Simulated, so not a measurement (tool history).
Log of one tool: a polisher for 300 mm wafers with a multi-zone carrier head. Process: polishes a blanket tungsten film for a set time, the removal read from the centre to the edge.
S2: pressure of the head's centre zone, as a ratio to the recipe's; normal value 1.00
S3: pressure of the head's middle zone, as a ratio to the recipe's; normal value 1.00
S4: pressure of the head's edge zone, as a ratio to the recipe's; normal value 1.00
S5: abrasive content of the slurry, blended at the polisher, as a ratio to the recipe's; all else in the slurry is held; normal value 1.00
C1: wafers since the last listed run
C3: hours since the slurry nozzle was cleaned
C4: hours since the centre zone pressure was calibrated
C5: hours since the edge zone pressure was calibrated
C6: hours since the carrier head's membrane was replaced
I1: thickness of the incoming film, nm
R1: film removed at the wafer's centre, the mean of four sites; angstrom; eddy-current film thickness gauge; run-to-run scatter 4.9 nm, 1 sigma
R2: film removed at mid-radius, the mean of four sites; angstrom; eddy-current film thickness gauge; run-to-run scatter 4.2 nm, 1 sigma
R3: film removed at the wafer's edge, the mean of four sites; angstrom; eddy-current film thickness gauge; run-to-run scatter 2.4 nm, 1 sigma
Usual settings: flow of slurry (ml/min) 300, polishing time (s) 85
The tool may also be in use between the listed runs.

run 1 hour=0.0 | flow_of_slurry_(ml/min)=300 S2=1.00 S3=1.09 S4=1.00 S5=0.80 polishing_time_(s)=85 | C1=0 wafers_polished_on_this_pad=4599 C3=153.1 C4=114.6 C5=524.2 C6=202.7 | I1=971.4 | R1=3402 R2=3756 R3=3526
run 2 hour=51.3 | flow_of_slurry_(ml/min)=330 S2=1.00 S3=1.00 S4=1.00 S5=1.00 polishing_time_(s)=85 | C1=518 wafers_polished_on_this_pad=5118 C3=204.4 C4=165.9 C5=575.5 C6=254.0 | I1=975.0 | R1=3577 R2=3676 R3=3721
run 3 hour=116.7 | flow_of_slurry_(ml/min)=300 S2=1.09 S3=1.00 S4=1.00 S5=1.00 polishing_time_(s)=85 | C1=661 wafers_polished_on_this_pad=5779 C3=269.8 C4=231.3 C5=640.9 C6=319.4 | I1=973.0 | R1=3835 R2=3641 R3=3621
-- hour=193.9 edge zone pressure recalibrated
run 4 hour=194.4 | flow_of_slurry_(ml/min)=300 S2=1.00 S3=1.00 S4=1.00 S5=1.00 polishing_time_(s)=85 | C1=765 wafers_polished_on_this_pad=6545 C3=347.5 C4=309.0 C5=0.5 C6=397.1 | I1=977.0 | R1=3568 R2=3595 R3=3619
run 5 hour=231.5 | flow_of_slurry_(ml/min)=300 S2=1.10 S3=1.00 S4=1.10 S5=1.10 polishing_time_(s)=109 | C1=375 wafers_polished_on_this_pad=6920 C3=384.6 C4=346.1 C5=37.6 C6=434.2 | I1=971.1 | R1=4958 R2=4661 R3=4880
-- hour=326.0 worn pad replaced by a new one
run 6 hour=328.7 | flow_of_slurry_(ml/min)=300 S2=1.00 S3=1.03 S4=1.00 S5=1.15 polishing_time_(s)=85 | C1=942 wafers_polished_on_this_pad=26 C3=481.8 C4=443.3 C5=134.8 C6=531.4 | I1=975.6 | R1=3843 R2=3951 R3=3893
run 7 hour=424.3 | flow_of_slurry_(ml/min)=350 S2=1.00 S3=1.00 S4=0.92 S5=1.00 polishing_time_(s)=85 | C1=966 wafers_polished_on_this_pad=993 C3=577.4 C4=538.9 C5=230.4 C6=627.0 | I1=963.5 | R1=3790 R2=3848 R3=3689
run 8 hour=496.0 | flow_of_slurry_(ml/min)=300 S2=1.10 S3=1.00 S4=1.10 S5=1.10 polishing_time_(s)=109 | C1=725 wafers_polished_on_this_pad=1718 C3=649.1 C4=610.6 C5=302.1 C6=698.7 | I1=962.6 | R1=5299 R2=4911 R3=5196
-- hour=651.5 slurry nozzle cleaned
run 9 hour=703.2 | flow_of_slurry_(ml/min)=300 S2=1.00 S3=1.00 S4=1.00 S5=1.00 polishing_time_(s)=85 | C1=2085 wafers_polished_on_this_pad=3803 C3=51.7 C4=817.8 C5=509.3 C6=905.9 | I1=959.7 | R1=3581 R2=3643 R3=3756
-- hour=823.6 centre zone pressure recalibrated
run 10 hour=978.5 | flow_of_slurry_(ml/min)=300 S2=1.00 S3=1.00 S4=1.00 S5=1.15 polishing_time_(s)=95 | C1=2763 wafers_polished_on_this_pad=6567 C3=327.0 C4=154.9 C5=784.6 C6=1181.2 | I1=976.6 | R1=4020 R2=4036 R3=4100
-- hour=987.8 edge zone pressure recalibrated
run 11 hour=1022.5 | flow_of_slurry_(ml/min)=300 S2=0.88 S3=1.00 S4=1.00 S5=1.00 polishing_time_(s)=108 | C1=424 wafers_polished_on_this_pad=6992 C3=371.0 C4=198.9 C5=34.7 C6=1225.2 | I1=957.9 | R1=3836 R2=4482 R3=4496
run 12 hour=1063.4 | flow_of_slurry_(ml/min)=235 S2=0.96 S3=1.00 S4=0.89 S5=1.10 polishing_time_(s)=85 | C1=413 wafers_polished_on_this_pad=7405 C3=411.9 C4=239.8 C5=75.6 C6=1266.1 | I1=978.4 | R1=3241 R2=3472 R3=3315
-- hour=1156.3 worn pad replaced by a new one
-- hour=1164.7 carrier head's membrane replaced by a new one
run 13 hour=1293.7 | flow_of_slurry_(ml/min)=300 S2=1.05 S3=0.95 S4=0.92 S5=1.00 polishing_time_(s)=101 | C1=2237 wafers_polished_on_this_pad=1338 C3=642.2 C4=470.1 C5=305.9 C6=129.0 | I1=965.9 | R1=4632 R2=4288 R3=4392
run 14 hour=1331.2 | flow_of_slurry_(ml/min)=300 S2=1.00 S3=1.00 S4=1.00 S5=1.20 polishing_time_(s)=106 | C1=379 wafers_polished_on_this_pad=1717 C3=679.7 C4=507.6 C5=343.4 C6=166.5 | I1=975.2 | R1=4765 R2=4823 R3=4970
run 15 hour=1422.7 | flow_of_slurry_(ml/min)=300 S2=0.95 S3=1.05 S4=1.00 S5=1.00 polishing_time_(s)=63 | C1=925 wafers_polished_on_this_pad=2643 C3=771.2 C4=599.1 C5=434.9 C6=258.0 | I1=969.3 | R1=2607 R2=2876 R3=2800
run 16 hour=1481.6 | flow_of_slurry_(ml/min)=300 S2=1.00 S3=1.00 S4=1.00 S5=1.00 polishing_time_(s)=85 | C1=595 wafers_polished_on_this_pad=3238 C3=830.1 C4=658.0 C5=493.8 C6=316.9 | I1=956.5 | R1=3629 R2=3740 R3=3771
-- hour=1568.2 slurry nozzle cleaned
run 17 hour=1571.8 | flow_of_slurry_(ml/min)=300 S2=1.00 S3=1.07 S4=0.91 S5=1.10 polishing_time_(s)=111 | C1=901 wafers_polished_on_this_pad=4140 C3=3.6 C4=748.2 C5=584.0 C6=407.1 | I1=965.4 | R1=4841 R2=5129 R3=4788

Run 18 has not been measured yet. What should we expect?
-- hour=1607.1 edge zone pressure recalibrated
run 18 hour=1650.1 | flow_of_slurry_(ml/min)=300 S2=1.00 S3=1.00 S4=1.00 S5=0.75 polishing_time_(s)=85 | C1=771 wafers_polished_on_this_pad=4912 C3=81.9 C4=826.5 C5=43.0 C6=485.4 | I1=956.4 | R1=? R2=? R3=?

{"run 18": {"R1": 3480, "R2": 3478, "R3": 3518}}
With the hidden condition absent and the run-to-run variation left alone, this run would have shown R1 3614 angstrom, R2 3611 angstrom, R3 3653 angstrom.
